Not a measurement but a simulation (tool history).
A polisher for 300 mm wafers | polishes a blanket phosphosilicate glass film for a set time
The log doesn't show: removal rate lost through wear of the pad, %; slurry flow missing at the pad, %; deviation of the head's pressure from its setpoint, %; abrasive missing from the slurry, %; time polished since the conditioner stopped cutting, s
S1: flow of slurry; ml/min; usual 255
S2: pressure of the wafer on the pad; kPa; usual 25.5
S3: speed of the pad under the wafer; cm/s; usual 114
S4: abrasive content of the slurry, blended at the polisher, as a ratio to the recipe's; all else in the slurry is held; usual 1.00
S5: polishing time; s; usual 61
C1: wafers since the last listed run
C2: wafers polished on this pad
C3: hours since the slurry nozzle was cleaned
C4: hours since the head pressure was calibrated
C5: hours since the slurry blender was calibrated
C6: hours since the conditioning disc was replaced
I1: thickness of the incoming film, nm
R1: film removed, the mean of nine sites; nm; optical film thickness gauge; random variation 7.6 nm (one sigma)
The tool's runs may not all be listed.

| run | hour | S1 | S2 | S3 | S4 | S5 | C1 | C2 | C3 | C4 | C5 | C6 | I1 | R1 |
|---|---|---|---|---|---|---|---|---|---|---|---|---|---|---|
| 1 | 0.0 | 255 | 25.5 | 114 | 1.00 | 74 | 0 | 1469 | 256.6 | 873.8 | 59.0 | 395.7 | 3021.0 | 699.9 |
|  | 5.3 | slurry nozzle cleaned |
| 2 | 29.2 | 255 | 25.5 | 114 | 1.00 | 61 | 347 | 1817 | 23.9 | 903.0 | 88.2 | 424.9 | 3044.2 | 588.8 |
|  | 52.2 | worn pad replaced by a new one |
| 3 | 52.7 | 255 | 25.5 | 114 | 1.20 | 61 | 240 | 6 | 47.4 | 926.5 | 111.7 | 448.4 | 3047.0 | 618.7 |
| 4 | 76.2 | 255 | 25.5 | 114 | 1.20 | 61 | 289 | 296 | 70.9 | 950.0 | 135.2 | 471.9 | 3016.0 | 620.5 |
| 5 | 108.6 | 255 | 29.6 | 114 | 1.15 | 61 | 399 | 695 | 103.3 | 982.4 | 167.6 | 504.3 | 2995.5 | 672.8 |
| 6 | 122.0 | 255 | 29.6 | 114 | 1.15 | 61 | 165 | 860 | 116.7 | 995.8 | 181.0 | 517.7 | 2967.6 | 674.3 |
| 7 | 156.0 | 255 | 25.5 | 114 | 1.00 | 61 | 419 | 1279 | 150.7 | 1029.8 | 215.0 | 551.7 | 3054.7 | 582.0 |
|  | 165.4 | conditioning disc replaced and pad reconditioned |
| 8 | 169.1 | 255 | 25.5 | 114 | 1.00 | 61 | 136 | 1416 | 163.8 | 1042.9 | 228.1 | 3.7 | 3027.2 | 567.1 |
| 9 | 182.3 | 255 | 25.5 | 114 | 0.75 | 61 | 162 | 1579 | 177.0 | 1056.1 | 241.3 | 16.9 | 3051.6 | 497.3 |
| 10 | 201.5 | 255 | 20.7 | 114 | 1.00 | 61 | 236 | 1815 | 196.2 | 1075.3 | 260.5 | 36.1 | 2962.7 | 499.1 |
|  | 210.6 | worn pad replaced by a new one |
|  | 230.7 | slurry nozzle cleaned |
| 11 | 236.6 | 255 | 25.5 | 140 | 1.00 | 49 | 370 | 308 | 5.9 | 1110.4 | 295.6 | 71.2 | 2990.8 | 540.7 |
|  | 255.9 | slurry blender recalibrated |
| 12 | 258.8 | 180 | 25.5 | 128 | 1.00 | 61 | 248 | 557 | 28.1 | 1132.6 | 2.9 | 93.4 | 3052.5 | 598.6 |
|  | 285.1 | head pressure recalibrated |
| 13 | 290.8 | 285 | 33.8 | 114 | 1.00 | 52 | 369 | 927 | 60.1 | 5.7 | 34.9 | 125.4 | 3021.6 | 594.6 |
| 14 | 320.5 | 285 | 25.5 | 114 | 1.00 | 51 | 366 | 1293 | 89.8 | 35.4 | 64.6 | 155.1 | 3028.0 | 495.8 |
| 15 | 344.5 | 255 | 22.1 | 126 | 1.15 | 61 | 295 | 1589 | 113.8 | 59.4 | 88.6 | 179.1 | 2974.3 | 614.8 |
| 16 | 356.5 | 255 | 25.5 | 146 | 1.00 | 61 | 147 | 1737 | 125.8 | 71.4 | 100.6 | 191.1 | 3009.5 | 702.1 |
| 17 | 377.9 | 255 | 25.5 | 114 | 1.00 | 61 | 263 | 2000 | 147.2 | 92.8 | 122.0 | 212.5 | 3029.5 | 577.5 |
|  | 412.8 | worn pad replaced by a new one |
| 18 | 413.3 | 230 | 25.5 | 114 | 1.15 | 61 | 386 | 5 | 182.6 | 128.2 | 157.4 | 247.9 | 2991.9 | 597.2 |
| 19 | 421.8 | 255 | 20.7 | 104 | 1.00 | 52 | 104 | 110 | 191.1 | 136.7 | 165.9 | 256.4 | 3018.5 | 406.0 |
| 20 | 442.2 | 255 | 25.5 | 114 | 1.00 | 61 | 251 | 362 | 211.5 | 157.1 | 186.3 | 276.8 | 3043.3 | 574.7 |
| 21 | 462.5 | 255 | 25.5 | 136 | 1.10 | 42 | 250 | 612 | 231.8 | 177.4 | 206.6 | 297.1 | 3047.9 | 474.8 |
| 22 | 486.9 | 255 | 25.5 | 136 | 1.00 | 61 | 300 | 912 | 256.2 | 201.8 | 231.0 | 321.5 | 3038.6 | 682.9 |

The next listed run, before its measurement:
|  | 504.3 | slurry nozzle cleaned |
| 23 | 504.8 | 255 | 25.5 | 114 | 1.00 | 61 | 208 | 1121 | 0.5 | 219.7 | 248.9 | 339.4 | 2991.1 | ? |

Run 23 gave R1 565.6 nm.
Without the tool's hidden state the same run would have given R1 565.6 nm.
